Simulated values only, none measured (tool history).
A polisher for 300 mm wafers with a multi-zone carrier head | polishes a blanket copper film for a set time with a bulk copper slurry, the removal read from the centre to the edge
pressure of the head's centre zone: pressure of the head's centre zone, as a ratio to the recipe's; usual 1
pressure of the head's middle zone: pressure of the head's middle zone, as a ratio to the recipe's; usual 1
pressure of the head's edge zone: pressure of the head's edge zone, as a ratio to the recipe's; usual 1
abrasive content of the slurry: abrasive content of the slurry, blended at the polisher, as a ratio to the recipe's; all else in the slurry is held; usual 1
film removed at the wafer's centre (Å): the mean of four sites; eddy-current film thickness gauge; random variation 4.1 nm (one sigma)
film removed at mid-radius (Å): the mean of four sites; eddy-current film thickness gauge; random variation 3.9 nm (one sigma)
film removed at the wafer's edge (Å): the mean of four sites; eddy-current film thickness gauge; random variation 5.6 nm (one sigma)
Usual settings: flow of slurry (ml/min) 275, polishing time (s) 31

| run | hour | flow of slurry (ml/min) | pressure of the head's centre zone | pressure of the head's middle zone | pressure of the head's edge zone | abrasive content of the slurry | polishing time (s) | wafers since the last listed run | wafers polished on this pad | hours since the slurry nozzle was cleaned | hours since the centre zone pressure was calibrated | hours since the edge zone pressure was calibrated | hours since the carrier head's membrane was replaced | incoming thickness of the incoming film, nm | film removed at the wafer's centre (Å) | film removed at mid-radius (Å) | film removed at the wafer's edge (Å) |
|---|---|---|---|---|---|---|---|---|---|---|---|---|---|---|---|---|---|
| 1 | 0 | 275 | 1 | 1.06 | 1.06 | 1 | 42 | 0 | 4276 | 377.2 | 94 | 907.2 | 588.1 | 2904.4 | 5255 | 5527 | 5225 |
| 2 | 89.3 | 275 | 0.9 | 1 | 0.92 | 1 | 26 | 872 | 5149 | 466.5 | 183.3 | 996.5 | 677.4 | 2951.7 | 2867 | 3296 | 3110 |
| 3 | 146.3 | 275 | 1 | 1 | 0.95 | 1 | 31 | 557 | 5706 | 523.5 | 240.3 | 1053.5 | 734.4 | 2945.7 | 3798 | 3841 | 3650 |
| 4 | 212.6 | 275 | 1 | 1 | 1 | 1.25 | 31 | 647 | 6354 | 589.8 | 306.6 | 1119.8 | 800.7 | 2909.5 | 3906 | 4120 | 3965 |
| 5 | 272.5 | 275 | 1.08 | 1 | 1 | 0.8 | 31 | 585 | 6939 | 649.7 | 366.5 | 1179.7 | 860.6 | 2957.2 | 3915 | 3634 | 3536 |
|  | 278.3 | edge zone pressure recalibrated |
|  | 309.6 | worn pad replaced by a new one |
| 6 | 329.7 | 360 | 0.89 | 1 | 1 | 1 | 40 | 500 | 196 | 706.9 | 423.7 | 51.4 | 917.8 | 2927.4 | 4333 | 5171 | 5073 |
| 7 | 374 | 275 | 1 | 1 | 0.97 | 1 | 31 | 432 | 629 | 751.2 | 468 | 95.7 | 962.1 | 2972.5 | 3745 | 3911 | 3641 |
| 8 | 413.1 | 370 | 0.89 | 1.04 | 1 | 1 | 31 | 382 | 1011 | 790.3 | 507.1 | 134.8 | 1001.2 | 2873.7 | 3432 | 4128 | 3781 |
| 9 | 450.1 | 225 | 1 | 0.92 | 1.07 | 1 | 31 | 361 | 1372 | 827.3 | 544.1 | 171.8 | 1038.2 | 2927.3 | 3547 | 3512 | 3803 |
|  | 484.4 | slurry nozzle cleaned |
| 10 | 488.5 | 345 | 1 | 1 | 1.12 | 1.2 | 39 | 365 | 1738 | 4.1 | 582.5 | 210.2 | 1076.6 | 2938.1 | 5073 | 5171 | 5116 |
| 11 | 550.9 | 335 | 1 | 1 | 1 | 1 | 31 | 609 | 2348 | 66.5 | 644.9 | 272.6 | 1139 | 2930.8 | 3801 | 3943 | 3817 |
| 12 | 627.8 | 275 | 0.93 | 0.89 | 0.97 | 1 | 26 | 751 | 3099 | 143.4 | 721.8 | 349.5 | 1215.9 | 2880.8 | 2843 | 2964 | 3164 |
| 13 | 733.6 | 215 | 0.95 | 1 | 0.97 | 1 | 35 | 1033 | 4133 | 249.2 | 827.6 | 455.3 | 1321.7 | 2950.2 | 3715 | 4291 | 4228 |
| 14 | 807.2 | 275 | 1 | 1 | 1 | 1 | 31 | 719 | 4852 | 322.8 | 901.2 | 528.9 | 1395.3 | 2892.1 | 3518 | 3893 | 3837 |
| 15 | 899.4 | 275 | 0.95 | 0.95 | 1 | 1 | 21 | 901 | 5754 | 415 | 993.4 | 621.1 | 1487.5 | 2887.4 | 2258 | 2525 | 2634 |
|  | 911.9 | carrier head's membrane replaced by a new one |
| 16 | 943.1 | 275 | 1 | 1 | 1 | 1 | 31 | 378 | 6132 | 458.7 | 1037.1 | 664.8 | 31.2 | 2914.1 | 3482 | 3840 | 3771 |
| 17 | 987.8 | 275 | 1 | 1.1 | 1 | 1 | 31 | 436 | 6569 | 503.4 | 1081.8 | 709.5 | 75.9 | 2961.9 | 3536 | 4144 | 3785 |
| 18 | 1058.2 | 275 | 1 | 1 | 1 | 1 | 31 | 688 | 7257 | 573.8 | 1152.2 | 779.9 | 146.3 | 2925.1 | 3467 | 3897 | 3764 |
|  | 1109.6 | worn pad replaced by a new one |
| 19 | 1111.5 | 275 | 1 | 1.05 | 0.91 | 1.2 | 31 | 481 | 18 | 627.1 | 1205.5 | 833.2 | 199.6 | 2925.4 | 3701 | 4122 | 3862 |
|  | 1144 | centre zone pressure recalibrated |
| 20 | 1183.7 | 275 | 0.92 | 1 | 1 | 1.15 | 31 | 686 | 704 | 699.3 | 39.7 | 905.4 | 271.8 | 2896.1 | 3596 | 4000 | 3781 |
| 21 | 1220.4 | 275 | 0.96 | 0.91 | 0.93 | 1 | 31 | 358 | 1063 | 736 | 76.4 | 942.1 | 308.5 | 2881.9 | 3630 | 3622 | 3752 |
| 22 | 1285.9 | 275 | 1.04 | 0.95 | 1 | 1.25 | 31 | 640 | 1703 | 801.5 | 141.9 | 1007.6 | 374 | 2939.8 | 4098 | 3874 | 3949 |

The same runs without the tool's hidden state, with the same run-to-run variation:
The hidden state here: removal rate lost through wear of the pad, %; slurry flow missing at the pad, %; deviation of the centre zone's pressure from its setpoint, %; deviation of the edge zone's pressure from its setpoint, %.
| run | film removed at the wafer's centre (Å) |
|---|---|
| 1 | 5258 |
| 2 | 2893 |
| 3 | 3853 |
| 4 | 3987 |
| 5 | 4018 |
| 6 | 4473 |
| 7 | 3881 |
| 8 | 3572 |
| 9 | 3703 |
| 10 | 5316 |
| 11 | 4007 |
| 12 | 3021 |
| 13 | 3989 |
| 14 | 3804 |
| 15 | 2466 |
| 16 | 3817 |
| 17 | 3894 |
| 18 | 3846 |
| 19 | 4128 |
| 20 | 3620 |
| 21 | 3666 |
| 22 | 4165 |
film removed at mid-radius (Å): within 2 of the measured result in every run.
film removed at the wafer's edge (Å): as measured in every run.
